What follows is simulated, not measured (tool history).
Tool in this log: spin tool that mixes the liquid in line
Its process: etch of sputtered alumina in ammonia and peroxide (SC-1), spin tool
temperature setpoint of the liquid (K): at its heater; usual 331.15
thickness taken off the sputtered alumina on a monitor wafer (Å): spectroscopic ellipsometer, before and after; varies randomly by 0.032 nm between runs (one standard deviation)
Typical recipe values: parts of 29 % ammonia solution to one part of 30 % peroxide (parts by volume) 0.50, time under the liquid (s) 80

run	hour	temperature setpoint of the liquid (K)	parts of 29 % ammonia solution to one part of 30 % peroxide (parts by volume)	time under the liquid (s)	wafers since the last listed run	hours since the thermometer was replaced	hours since the ammonia flow meter was replaced	hours since the heated supply line was repaired	hours since the drum of ammonia solution was connected	hours since the gauge calibration	read-back film thickness of the sputtered alumina reference wafer, read on the same gauge (nm)	thickness taken off the sputtered alumina on a monitor wafer (Å)
1	0.0	328.15	0.50	80	0	2318.9	2223.9	53.5	536.5	742.6	130.006	36.98
# hour 17.4: thermometer replaced
2	23.0	329.15	0.50	80	313	5.6	2246.9	76.5	559.5	765.6	129.990	34.83
3	56.0	331.15	0.50	80	469	38.6	2279.9	109.5	592.5	798.6	129.988	38.45
4	86.1	331.15	0.50	80	428	68.7	2310.0	139.6	622.6	828.7	130.002	38.39
5	98.5	340.15	0.65	45	176	81.1	2322.4	152.0	635.0	841.1	130.007	35.01
6	123.7	324.15	0.60	95	358	106.3	2347.6	177.2	660.2	866.3	129.988	31.48
7	159.0	331.15	0.50	80	502	141.6	2382.9	212.5	695.5	901.6	129.986	37.32
8	190.7	331.15	0.50	80	451	173.3	2414.6	244.2	727.2	933.3	130.000	38.12
9	218.9	331.15	0.75	60	401	201.5	2442.8	272.4	755.4	961.5	129.990	29.40
10	236.9	321.65	0.30	35	256	219.5	2460.8	290.4	773.4	979.5	129.985	9.39
11	252.1	331.15	0.40	40	216	234.7	2476.0	305.6	788.6	994.7	130.000	18.44
12	271.6	331.15	0.60	80	277	254.2	2495.5	325.1	808.1	1014.2	130.014	38.19
13	303.1	331.15	0.50	80	448	285.7	2527.0	356.6	839.6	1045.7	130.011	36.96
# hour 306.8: ammonia flow meter replaced
14	330.7	334.65	0.45	40	378	313.3	23.9	384.2	867.2	1073.3	129.986	22.26
15	344.2	335.15	0.35	105	192	326.8	37.4	397.7	880.7	1086.8	130.016	57.61
# hour 351.7: gauge calibrated
# hour 354.8: new drum of ammonia solution connected
16	363.2	339.15	0.50	80	256	345.8	56.4	416.7	8.4	11.5	130.007	55.27
17	395.9	340.65	0.65	120	465	378.5	89.1	449.4	41.1	44.2	129.991	90.77
18	421.4	323.65	0.50	130	363	404.0	114.6	474.9	66.6	69.7	129.986	40.05
19	445.9	335.65	0.30	95	348	428.5	139.1	499.4	91.1	94.2	129.999	52.87
20	461.8	333.65	0.40	100	226	444.4	155.0	515.3	107.0	110.1	130.026	50.63
21	492.9	339.15	0.50	35	442	475.5	186.1	546.4	138.1	141.2	130.002	24.13
# hour 512.8: heated supply line repaired
22	517.9	325.65	0.35	105	341	500.5	211.1	5.1	163.1	166.2	130.008	37.18
23	548.7	321.65	0.70	55	438	531.3	241.9	35.9	193.9	197.0	129.981	16.81
24	630.1	331.15	0.50	80	1159	612.7	323.3	117.3	275.3	278.4	130.012	38.59

Below are 5 alternative next runs, each starting from the tool's condition after run 24. Predict each:
A	630.5	331.15	0.50	80	5	613.1	323.7	117.7	275.7	278.8	?	?
B	630.5	331.15	0.70	80	5	613.1	323.7	117.7	275.7	278.8	?	?
C	630.5	337.65	0.65	130	5	613.1	323.7	117.7	275.7	278.8	?	?
D	630.5	322.15	0.50	80	5	613.1	323.7	117.7	275.7	278.8	?	?
E	630.5	328.15	0.70	80	5	613.1	323.7	117.7	275.7	278.8	?	?

run	read-back film thickness of the sputtered alumina reference wafer, read on the same gauge (nm)	thickness taken off the sputtered alumina on a monitor wafer (Å)
A	129.997	39.15
B	129.997	40.41
C	129.997	90.84
D	129.997	24.12
E	129.997	34.51
With no hidden state in the tool, these same runs would have given:
run	thickness taken off the sputtered alumina on a monitor wafer (Å)
A	39.62
B	40.90
C	91.88
D	24.43
E	34.93

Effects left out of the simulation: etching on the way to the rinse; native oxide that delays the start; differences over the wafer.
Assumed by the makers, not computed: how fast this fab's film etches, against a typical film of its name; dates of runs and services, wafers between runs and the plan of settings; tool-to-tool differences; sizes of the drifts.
